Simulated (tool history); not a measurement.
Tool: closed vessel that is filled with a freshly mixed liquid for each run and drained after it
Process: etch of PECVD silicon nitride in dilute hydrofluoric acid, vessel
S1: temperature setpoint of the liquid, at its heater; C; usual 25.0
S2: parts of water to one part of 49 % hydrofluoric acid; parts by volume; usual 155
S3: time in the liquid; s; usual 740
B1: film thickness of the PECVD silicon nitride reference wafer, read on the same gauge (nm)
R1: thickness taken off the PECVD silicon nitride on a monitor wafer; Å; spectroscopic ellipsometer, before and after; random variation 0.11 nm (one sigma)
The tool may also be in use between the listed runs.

run	hour	S1	S2	S3	B1	R1
1	0.0	21.0	155	740	49.99	222.3
2	18.6	21.0	155	740	49.99	220.9
3	50.4	25.0	155	740	49.99	289.6
4	84.0	25.0	155	740	50.02	290.9
5	117.2	25.0	155	740	49.97	290.9
6	133.2	25.0	155	740	50.00	292.6
7	154.8	25.0	155	740	50.00	292.3
8	190.7	25.0	195	740	50.01	231.0
# hour 200.7: hydrofluoric acid flow meter replaced
9	223.7	25.0	195	740	50.00	232.4
# hour 233.4: thermometer replaced
10	245.9	25.0	195	740	50.02	218.0
11	264.0	25.0	200	740	49.99	214.7
# hour 311.4: gauge calibrated
12	320.6	25.0	180	740	50.01	239.3
13	355.1	22.5	105	740	49.99	347.3
14	387.2	22.0	195	510	50.00	127.5
15	407.1	25.0	155	740	49.96	281.6
16	425.3	21.0	155	740	50.00	216.1
17	439.5	22.0	125	740	50.00	285.5
18	470.6	22.0	130	350	50.01	130.9
19	486.0	20.5	190	740	50.03	174.1
20	506.9	25.0	155	740	50.02	283.3
21	539.9	25.0	100	1130	49.97	666.0

Forecast each of these 4 alternatives for the next run:
A	540.8	25.0	155	740	?	?
B	540.8	28.5	95	950	?	?
C	540.8	23.0	155	740	?	?
D	540.8	26.5	115	740	?	?

run	B1	R1
A	50.00	282.3
B	50.00	738.4
C	50.00	248.4
D	50.00	418.4
Without the tool's hidden state the same runs would have given:
run	R1
A	272.5
B	712.6
C	239.5
D	403.6
